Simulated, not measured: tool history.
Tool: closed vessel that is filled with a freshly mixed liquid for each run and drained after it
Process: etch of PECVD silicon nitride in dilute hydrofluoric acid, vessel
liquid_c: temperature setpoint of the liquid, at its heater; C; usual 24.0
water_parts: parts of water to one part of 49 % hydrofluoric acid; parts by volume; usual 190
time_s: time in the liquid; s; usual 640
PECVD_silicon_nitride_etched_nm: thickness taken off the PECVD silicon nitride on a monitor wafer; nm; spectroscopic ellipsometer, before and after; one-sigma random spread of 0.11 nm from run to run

| run | day | liquid_c | water_parts | time_s | read-back film thickness of the PECVD silicon nitride reference wafer, read on the same gauge (nm) | PECVD_silicon_nitride_etched_nm |
|---|---|---|---|---|---|---|
| 1 | 0.000 | 24.0 | 190 | 640 | 119.98 | 13.23 |
| 2 | 1.617 | 24.0 | 190 | 640 | 119.97 | 13.27 |
| 3 | 5.929 | 24.0 | 190 | 640 | 119.99 | 13.49 |
| 4 | 7.554 | 24.0 | 190 | 640 | 119.99 | 13.17 |
| 5 | 11.167 | 24.0 | 190 | 640 | 119.99 | 13.20 |
| 6 | 12.896 | 24.0 | 190 | 640 | 120.02 | 13.36 |
|  | 13.225 | thermometer replaced |
| 7 | 14.458 | 24.0 | 190 | 540 | 119.99 | 11.17 |
| 8 | 17.462 | 24.0 | 190 | 540 | 119.99 | 11.17 |
| 9 | 19.767 | 24.0 | 190 | 540 | 120.04 | 11.15 |
| 10 | 23.821 | 24.0 | 190 | 640 | 120.00 | 13.25 |
| 11 | 28.004 | 24.0 | 190 | 640 | 119.99 | 13.14 |
| 12 | 31.617 | 24.0 | 190 | 640 | 120.01 | 13.22 |
| 13 | 33.121 | 24.0 | 190 | 640 | 119.97 | 13.34 |
| 14 | 34.708 | 24.0 | 190 | 640 | 120.00 | 13.34 |
|  | 37.162 | thermometer replaced |
|  | 41.596 | gauge calibrated |
|  | 47.721 | hydrofluoric acid flow meter replaced |
| 15 | 48.204 | 24.0 | 190 | 640 | 120.02 | 13.00 |
| 16 | 52.588 | 26.0 | 275 | 640 | 120.00 | 10.46 |
| 17 | 56.079 | 19.5 | 190 | 285 | 120.02 | 4.40 |
| 18 | 59.075 | 24.0 | 260 | 460 | 119.97 | 6.94 |
| 19 | 60.742 | 24.0 | 190 | 640 | 119.97 | 13.32 |
|  | 61.379 | thermometer replaced |
| 20 | 64.825 | 26.0 | 190 | 430 | 120.03 | 10.01 |
| 21 | 66.521 | 24.0 | 125 | 640 | 120.02 | 19.85 |
| 22 | 71.004 | 25.5 | 270 | 640 | 120.01 | 10.31 |
| 23 | 73.808 | 24.0 | 110 | 830 | 119.98 | 28.84 |
| 24 | 76.454 | 28.5 | 190 | 640 | 120.03 | 17.47 |
| 25 | 78.129 | 25.5 | 270 | 640 | 119.99 | 10.26 |
| 26 | 80.817 | 25.5 | 150 | 490 | 120.01 | 13.93 |
| 27 | 83.833 | 21.5 | 115 | 845 | 120.00 | 24.43 |
| 28 | 85.992 | 26.5 | 285 | 365 | 120.04 | 5.84 |

Consider 4 possible next runs. They are alternatives, not a sequence: every one starts from the tool as it was left by run 28. What does each give?
| A | 86.025 | 24.0 | 190 | 640 | ? | ? |
| B | 86.025 | 24.0 | 190 | 300 | ? | ? |
| C | 86.025 | 27.0 | 190 | 640 | ? | ? |
| D | 86.025 | 24.0 | 190 | 940 | ? | ? |

| run | read-back film thickness of the PECVD silicon nitride reference wafer, read on the same gauge (nm) | PECVD_silicon_nitride_etched_nm |
|---|---|---|
| A | 120.01 | 13.28 |
| B | 120.01 | 6.22 |
| C | 120.01 | 16.02 |
| D | 120.01 | 19.50 |
Take away the tool's hidden state, keep each run's random variation, and the runs would have read:
| run | PECVD_silicon_nitride_etched_nm |
|---|---|
| A | 13.28 |
| B | 6.22 |
| C | 16.02 |
| D | 19.50 |
